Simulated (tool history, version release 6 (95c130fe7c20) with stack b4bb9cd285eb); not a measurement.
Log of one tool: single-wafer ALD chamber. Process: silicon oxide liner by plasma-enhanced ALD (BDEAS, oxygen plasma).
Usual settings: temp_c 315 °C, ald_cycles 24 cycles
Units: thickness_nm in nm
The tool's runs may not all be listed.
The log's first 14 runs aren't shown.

| run | hour | temp_c | ald_cycles | read-back reference wafer on the same gauge, thickness_nm | thickness_nm |
|---|---|---|---|---|---|
| 15 | 455.9 | 324 | 24 | 1.735 | 2.145 |
|  | 511.4 | thermocouple changed; heater temperature recalibrated |
| 16 | 544.0 | 324 | 24 | 1.738 | 2.144 |
| 17 | 568.1 | 324 | 24 | 1.739 | 2.150 |
| 18 | 586.1 | 304 | 24 | 1.740 | 2.221 |
| 19 | 606.4 | 304 | 24 | 1.740 | 2.221 |
| 20 | 627.9 | 315 | 26 | 1.741 | 2.360 |
| 21 | 642.0 | 315 | 26 | 1.742 | 2.356 |
| 22 | 677.3 | 315 | 26 | 1.743 | 2.362 |
| 23 | 780.8 | 315 | 24 | 1.748 | 2.184 |
| 24 | 812.5 | 315 | 24 | 1.748 | 2.195 |
| 25 | 846.0 | 310 | 28 | 1.749 | 2.567 |
| 26 | 860.3 | 315 | 24 | 1.750 | 2.186 |
| 27 | 894.5 | 322 | 21 | 1.752 | 1.897 |
| 28 | 913.9 | 325 | 20 | 1.752 | 1.806 |
| 29 | 928.4 | 315 | 24 | 1.752 | 2.187 |
| 30 | 950.8 | 307 | 20 | 1.752 | 1.851 |

Forecast run 31:
| 31 | 985.8 | 321 | 27 | ? | ? |

Run 31 gave read-back reference wafer on the same gauge, thickness_nm 1.754, thickness_nm 2.453 nm.
Without the tool's hidden state the same run would have given thickness_nm 2.405 nm.
